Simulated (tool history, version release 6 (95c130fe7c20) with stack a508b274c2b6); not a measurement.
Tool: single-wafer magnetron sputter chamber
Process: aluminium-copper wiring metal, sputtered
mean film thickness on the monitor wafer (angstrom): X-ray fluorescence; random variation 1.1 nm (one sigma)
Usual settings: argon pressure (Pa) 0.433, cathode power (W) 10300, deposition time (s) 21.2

run	hour	argon pressure (Pa)	cathode power (W)	deposition time (s)	wafers since the last listed run	wafers on the sputter target	hours since the last manometer calibration	hours since the magnet pack was replaced	hours since the gauge calibration	read-back reference wafer on the same gauge, thickness_nm	mean film thickness on the monitor wafer (angstrom)
1	0.0	0.433	11400	21.2	0	1260	805.5	5382.0	431.8	473.291	4267.71
2	31.0	0.433	9000	21.2	624	1884	836.5	5413.0	462.8	473.188	3341.73
3	51.8	0.433	9000	21.2	418	2303	857.3	5433.8	483.6	472.715	3331.35
4	71.4	0.433	9000	21.2	394	2698	876.9	5453.4	503.2	472.922	3317.77
# hour 89.5: sputter target and shields replaced
5	97.3	0.433	10300	21.2	360	156	902.8	5479.3	529.1	472.777	3894.86
6	126.4	0.433	10300	21.2	586	742	931.9	5508.4	558.2	472.844	3858.42
7	148.3	0.433	10300	21.2	441	1183	953.8	5530.3	580.1	473.333	3840.83
8	167.0	0.433	11600	21.2	376	1560	972.5	5549.0	598.8	473.056	4329.36
9	201.9	0.433	8250	21.2	702	2262	1007.4	5583.9	633.7	472.688	3033.25
# hour 217.8: sputter target and shields replaced
10	218.3	0.433	8250	21.2	169	10	1023.8	5600.3	650.1	473.302	3136.61
11	247.1	0.373	10300	21.2	579	590	1052.6	5629.1	678.9	472.810	3980.62
12	268.6	0.373	10300	21.2	432	1023	1074.1	5650.6	700.4	472.853	3965.49
13	283.5	0.522	8300	25.2	300	1323	1089.0	5665.5	715.3	472.774	3515.51
# hour 304.6: gauge calibrated
14	306.0	0.433	9600	21.2	453	1776	1111.5	5688.0	1.4	472.991	3555.10
# hour 336.7: magnet pack replaced
15	339.3	0.433	10300	21.2	509	2286	1144.8	2.6	34.7	472.768	3803.93
# hour 349.6: sputter target and shields replaced
16	356.5	0.498	12450	18.0	185	138	1162.0	19.8	51.9	472.727	3868.93
17	440.5	0.433	10300	22.9	1691	1830	1246.0	103.8	135.9	472.774	4126.56
18	465.4	0.433	10300	22.9	501	2331	1270.9	128.7	160.8	472.626	4084.06
# hour 485.4: sputter target and shields replaced
19	488.8	0.433	10300	21.2	310	68	1294.3	152.1	184.2	472.816	3881.88
# hour 503.3: capacitance manometer re-zeroed and calibrated
20	519.9	0.433	10300	21.2	465	533	16.6	183.2	215.3	473.283	3962.39
21	554.8	0.354	10300	21.2	702	1236	51.5	218.1	250.2	473.175	4070.03
22	575.8	0.276	8800	24.4	422	1659	72.5	239.1	271.2	473.113	4133.73
23	611.2	0.433	8700	24.4	712	2372	107.9	274.5	306.6	472.765	3767.36
24	627.2	0.433	8200	19.6	322	2694	123.9	290.5	322.6	472.627	2840.87
# hour 639.5: sputter target and shields replaced
25	693.8	0.292	12000	17.3	1180	1092	190.5	357.1	389.2	473.314	3964.62

5 ways to go on from here, each from the tool as it stands after run 25. What would each give?
A	694.2	0.433	10300	21.2	8	1100	190.9	357.5	389.6	?	?
B	694.2	0.322	9100	21.2	8	1100	190.9	357.5	389.6	?	?
C	694.2	0.358	10300	21.2	8	1100	190.9	357.5	389.6	?	?
D	694.2	0.433	8450	21.2	8	1100	190.9	357.5	389.6	?	?
E	694.2	0.340	7950	18.4	8	1100	190.9	357.5	389.6	?	?

run	read-back reference wafer on the same gauge, thickness_nm	mean film thickness on the monitor wafer (angstrom)
A	473.367	3914.85
B	473.367	3640.74
C	473.367	4052.42
D	473.367	3211.70
E	473.367	2737.51
Without the tool's hidden state the same runs would have given:
run	mean film thickness on the monitor wafer (angstrom)
A	3986.93
B	3703.48
C	4123.83
D	3270.83
E	2785.22
